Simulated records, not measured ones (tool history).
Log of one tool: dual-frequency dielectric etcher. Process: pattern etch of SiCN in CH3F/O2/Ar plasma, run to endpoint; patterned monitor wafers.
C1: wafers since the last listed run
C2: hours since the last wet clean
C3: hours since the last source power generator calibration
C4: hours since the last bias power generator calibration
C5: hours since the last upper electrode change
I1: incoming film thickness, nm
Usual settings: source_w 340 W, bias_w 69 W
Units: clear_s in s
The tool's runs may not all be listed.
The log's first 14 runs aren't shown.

run 15 hour=885.4 | source_w=320 bias_w=69 | C1=658 C2=307 C3=2779.1 C4=2133.9 C5=3566.6 | I1=10.52 | clear_s=33.4
-- hour=924 bias power generator calibrated
run 16 hour=929.7 | source_w=340 bias_w=69 | C1=577 C2=351.3 C3=2823.4 C4=5.7 C5=3610.9 | I1=10.52 | clear_s=32.6
run 17 hour=1023.2 | source_w=340 bias_w=75 | C1=1338 C2=444.8 C3=2916.9 C4=99.2 C5=3704.4 | I1=10.54 | clear_s=31.5
run 18 hour=1071.1 | source_w=380 bias_w=69 | C1=685 C2=492.7 C3=2964.8 C4=147.1 C5=3752.3 | I1=10.44 | clear_s=30.4
run 19 hour=1125.9 | source_w=340 bias_w=69 | C1=784 C2=547.5 C3=3019.6 C4=201.9 C5=3807.1 | I1=10.38 | clear_s=32.4
-- hour=1205.9 upper electrode replaced
-- hour=1215.9 wet clean of the chamber
run 20 hour=1224.7 | source_w=270 bias_w=73 | C1=927 C2=8.8 C3=3118.4 C4=300.7 C5=18.8 | I1=10.53 | clear_s=36.5
run 21 hour=1310.5 | source_w=340 bias_w=69 | C1=1228 C2=94.6 C3=3204.2 C4=386.5 C5=104.6 | I1=10.54 | clear_s=32.6
run 22 hour=1361.7 | source_w=340 bias_w=69 | C1=733 C2=145.8 C3=3255.4 C4=437.7 C5=155.8 | I1=10.52 | clear_s=32.3
run 23 hour=1468.4 | source_w=410 bias_w=56 | C1=1528 C2=252.5 C3=3362.1 C4=544.4 C5=262.5 | I1=10.59 | clear_s=31.6
run 24 hour=1541.2 | source_w=280 bias_w=64 | C1=1042 C2=325.3 C3=3434.9 C4=617.2 C5=335.3 | I1=10.55 | clear_s=37.3
run 25 hour=1743.6 | source_w=360 bias_w=57 | C1=2898 C2=527.7 C3=3637.3 C4=819.6 C5=537.7 | I1=10.54 | clear_s=33.7
run 26 hour=1801 | source_w=370 bias_w=81 | C1=822 C2=585.1 C3=3694.7 C4=877 C5=595.1 | I1=10.46 | clear_s=29.3
-- hour=1855.8 wet clean of the chamber
run 27 hour=1863.1 | source_w=270 bias_w=86 | C1=545 C2=7.3 C3=3756.8 C4=939.1 C5=657.2 | I1=10.57 | clear_s=34.8
run 28 hour=1929.9 | source_w=340 bias_w=69 | C1=956 C2=74.1 C3=3823.6 C4=1005.9 C5=724 | I1=10.54 | clear_s=32.5
-- hour=1989.6 source power generator calibrated
run 29 hour=1991.7 | source_w=360 bias_w=57 | C1=827 C2=135.9 C3=2.1 C4=1067.7 C5=785.8 | I1=10.62 | clear_s=32.9
run 30 hour=2083.6 | source_w=380 bias_w=61 | C1=1316 C2=227.8 C3=94 C4=1159.6 C5=877.7 | I1=10.56 | clear_s=31.5
run 31 hour=2124.5 | source_w=340 bias_w=69 | C1=585 C2=268.7 C3=134.9 C4=1200.5 C5=918.6 | I1=10.47 | clear_s=31.7
run 32 hour=2367.1 | source_w=340 bias_w=62 | C1=3474 C2=511.3 C3=377.5 C4=1443.1 C5=1161.2 | I1=10.48 | clear_s=32.8
run 33 hour=2412.6 | source_w=390 bias_w=54 | C1=651 C2=556.8 C3=423 C4=1488.6 C5=1206.7 | I1=10.45 | clear_s=32.2
-- hour=2480.6 wet clean of the chamber
run 34 hour=2511.9 | source_w=340 bias_w=69 | C1=1078 C2=31.3 C3=522.3 C4=1587.9 C5=1306 | I1=10.48 | clear_s=31.7
run 35 hour=2569.2 | source_w=370 bias_w=69 | C1=820 C2=88.6 C3=579.6 C4=1645.2 C5=1363.3 | I1=10.49 | clear_s=30.9
run 36 hour=2622.5 | source_w=310 bias_w=75 | C1=763 C2=141.9 C3=632.9 C4=1698.5 C5=1416.6 | I1=10.52 | clear_s=32.7

Forecast each of these 3 alternatives for the next run:
run A hour=2622.9 | source_w=420 bias_w=69 | C1=5 C2=142.3 C3=633.3 C4=1698.9 C5=1417 | I1=10.53 | clear_s=?
run B hour=2622.9 | source_w=340 bias_w=77 | C1=5 C2=142.3 C3=633.3 C4=1698.9 C5=1417 | I1=10.53 | clear_s=?
run C hour=2622.9 | source_w=260 bias_w=69 | C1=5 C2=142.3 C3=633.3 C4=1698.9 C5=1417 | I1=10.53 | clear_s=?

run=A clear_s=28.9
run=B clear_s=31.1
run=C clear_s=37.8
Without the tool's hidden state the same runs would have given:
run=A clear_s=28.5
run=B clear_s=30.6
run=C clear_s=37.2

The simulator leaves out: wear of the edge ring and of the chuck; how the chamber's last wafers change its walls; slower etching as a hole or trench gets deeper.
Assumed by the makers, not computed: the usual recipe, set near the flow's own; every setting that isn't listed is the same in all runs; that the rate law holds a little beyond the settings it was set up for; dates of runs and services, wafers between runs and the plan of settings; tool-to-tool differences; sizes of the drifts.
